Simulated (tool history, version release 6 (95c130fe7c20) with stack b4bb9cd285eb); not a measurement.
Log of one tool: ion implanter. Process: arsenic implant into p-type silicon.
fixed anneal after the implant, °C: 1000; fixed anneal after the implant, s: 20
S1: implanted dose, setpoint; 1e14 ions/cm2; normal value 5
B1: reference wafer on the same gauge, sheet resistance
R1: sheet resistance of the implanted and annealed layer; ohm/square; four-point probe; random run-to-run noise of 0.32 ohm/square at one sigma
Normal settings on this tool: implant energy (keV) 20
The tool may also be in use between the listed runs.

run 1 day=0 | S1=5 implant_energy_(keV)=20 | B1=218.94 | R1=216.27
run 2 day=2.992 | S1=5 implant_energy_(keV)=20 | B1=218.98 | R1=216.32
run 3 day=5.354 | S1=5.6 implant_energy_(keV)=20 | B1=218.93 | R1=199.28
run 4 day=8.967 | S1=5.6 implant_energy_(keV)=20 | B1=218.99 | R1=199.38
run 5 day=12.771 | S1=5 implant_energy_(keV)=20 | B1=219.04 | R1=216.28
-- day=14.008 Faraday cup replaced and dose calibrated
run 6 day=15.867 | S1=5 implant_energy_(keV)=20 | B1=219.15 | R1=213.68
-- day=19.633 extraction supply calibrated
run 7 day=20.188 | S1=5 implant_energy_(keV)=20 | B1=218.98 | R1=214.45
run 8 day=22.071 | S1=6.36 implant_energy_(keV)=27 | B1=219.12 | R1=172.32
-- day=24.179 gauge calibrated
run 9 day=25.479 | S1=6.28 implant_energy_(keV)=16 | B1=218.85 | R1=189.33
run 10 day=27.942 | S1=5 implant_energy_(keV)=20 | B1=219.08 | R1=214.87
run 11 day=31.483 | S1=4.12 implant_energy_(keV)=24 | B1=219.06 | R1=242.51
run 12 day=34.229 | S1=6.23 implant_energy_(keV)=14.5 | B1=218.98 | R1=193.13
run 13 day=37.45 | S1=5 implant_energy_(keV)=20 | B1=219.06 | R1=215.49
run 14 day=39.467 | S1=5 implant_energy_(keV)=24.5 | B1=218.92 | R1=209.08
run 15 day=41.071 | S1=3.56 implant_energy_(keV)=18 | B1=219.07 | R1=281.55

Same runs, no hidden state in the tool, same run-to-run variation:
Hidden state at play: deviation of the true dose from the Faraday cup's reading, %; deviation of the true energy from its setpoint, %; gauge reads high (%).
run=1 R1=213.15
run=2 R1=213.17
run=3 R1=196.43
run=4 R1=196.5
run=5 R1=213.07
run=6 R1=213.28
run=7 R1=213.56
run=8 R1=171.45
run=9 R1=188.24
run=10 R1=213.3
run=11 R1=240.39
run=12 R1=191.55
run=13 R1=213.34
run=14 R1=206.85
run=15 R1=278.4
